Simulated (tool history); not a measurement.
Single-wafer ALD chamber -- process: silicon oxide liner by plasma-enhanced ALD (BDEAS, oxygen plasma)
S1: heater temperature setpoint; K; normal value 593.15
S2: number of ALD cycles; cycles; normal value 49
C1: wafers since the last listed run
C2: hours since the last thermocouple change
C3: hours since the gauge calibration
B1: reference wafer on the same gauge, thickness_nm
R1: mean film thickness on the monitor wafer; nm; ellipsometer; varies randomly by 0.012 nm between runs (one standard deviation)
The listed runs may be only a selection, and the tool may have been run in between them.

| run | hour | S1 | S2 | C1 | C2 | C3 | B1 | R1 |
|---|---|---|---|---|---|---|---|---|
| 1 | 0.0 | 603.15 | 49 | 0 | 1948.2 | 575.2 | 4.419 | 4.672 |
| 2 | 29.0 | 593.15 | 49 | 150 | 1977.2 | 604.2 | 4.422 | 4.767 |
| 3 | 54.8 | 593.15 | 49 | 133 | 2003.0 | 630.0 | 4.420 | 4.759 |
| 4 | 120.2 | 593.15 | 49 | 339 | 2068.4 | 695.4 | 4.418 | 4.757 |
| 5 | 160.5 | 599.15 | 49 | 209 | 2108.7 | 735.7 | 4.419 | 4.713 |
| 6 | 230.4 | 599.15 | 49 | 362 | 2178.6 | 805.6 | 4.422 | 4.714 |
| 7 | 257.5 | 582.15 | 47 | 140 | 2205.7 | 832.7 | 4.419 | 4.616 |
| 8 | 285.2 | 593.15 | 43 | 143 | 2233.4 | 860.4 | 4.418 | 4.162 |
| 9 | 352.3 | 593.15 | 45 | 348 | 2300.5 | 927.5 | 4.419 | 4.367 |
| 10 | 414.9 | 593.15 | 45 | 325 | 2363.1 | 990.1 | 4.422 | 4.342 |
| 11 | 441.4 | 593.15 | 45 | 137 | 2389.6 | 1016.6 | 4.420 | 4.350 |
| 12 | 499.8 | 593.15 | 49 | 303 | 2448.0 | 1075.0 | 4.420 | 4.757 |
| 13 | 567.2 | 593.15 | 49 | 349 | 2515.4 | 1142.4 | 4.418 | 4.753 |
|  | 580.1 | thermocouple changed; heater temperature recalibrated |
| 14 | 606.4 | 593.15 | 49 | 161 | 26.3 | 1181.6 | 4.418 | 4.739 |
| 15 | 643.8 | 593.15 | 47 | 194 | 63.7 | 1219.0 | 4.417 | 4.548 |
| 16 | 712.7 | 605.15 | 44 | 357 | 132.6 | 1287.9 | 4.419 | 4.205 |
| 17 | 756.1 | 593.15 | 49 | 225 | 176.0 | 1331.3 | 4.422 | 4.733 |
| 18 | 786.7 | 589.15 | 49 | 158 | 206.6 | 1361.9 | 4.419 | 4.770 |
| 19 | 919.4 | 580.15 | 43 | 688 | 339.3 | 1494.6 | 4.422 | 4.232 |
| 20 | 1091.8 | 593.15 | 49 | 895 | 511.7 | 1667.0 | 4.421 | 4.725 |
| 21 | 1127.4 | 593.15 | 49 | 184 | 547.3 | 1702.6 | 4.424 | 4.751 |
|  | 1178.0 | gauge calibrated |
| 22 | 1246.0 | 608.15 | 40 | 615 | 665.9 | 68.0 | 4.421 | 3.810 |
| 23 | 1300.0 | 605.15 | 44 | 280 | 719.9 | 122.0 | 4.419 | 4.192 |
| 24 | 1397.4 | 607.15 | 54 | 505 | 817.3 | 219.4 | 4.422 | 5.123 |
| 25 | 1426.7 | 598.15 | 43 | 152 | 846.6 | 248.7 | 4.422 | 4.142 |
| 26 | 1456.7 | 582.15 | 51 | 155 | 876.6 | 278.7 | 4.422 | 4.974 |
| 27 | 1487.3 | 593.15 | 49 | 158 | 907.2 | 309.3 | 4.421 | 4.714 |
| 28 | 1546.8 | 599.15 | 43 | 308 | 966.7 | 368.8 | 4.419 | 4.124 |
| 29 | 1594.4 | 593.15 | 49 | 247 | 1014.3 | 416.4 | 4.419 | 4.753 |
| 30 | 1666.0 | 588.15 | 42 | 371 | 1085.9 | 488.0 | 4.420 | 4.079 |

4 ways to go on from here, each from the tool as it stands after run 30. What would each give?
| A | 1666.5 | 593.15 | 49 | 2 | 1086.4 | 488.5 | ? | ? |
| B | 1666.5 | 608.15 | 58 | 2 | 1086.4 | 488.5 | ? | ? |
| C | 1666.5 | 599.15 | 54 | 2 | 1086.4 | 488.5 | ? | ? |
| D | 1666.5 | 582.15 | 41 | 2 | 1086.4 | 488.5 | ? | ? |

| run | B1 | R1 |
|---|---|---|
| A | 4.421 | 4.755 |
| B | 4.421 | 5.522 |
| C | 4.421 | 5.201 |
| D | 4.421 | 4.034 |
Had the tool no hidden state, the same runs would have come out as:
| run | R1 |
|---|---|
| A | 4.755 |
| B | 5.522 |
| C | 5.201 |
| D | 4.034 |

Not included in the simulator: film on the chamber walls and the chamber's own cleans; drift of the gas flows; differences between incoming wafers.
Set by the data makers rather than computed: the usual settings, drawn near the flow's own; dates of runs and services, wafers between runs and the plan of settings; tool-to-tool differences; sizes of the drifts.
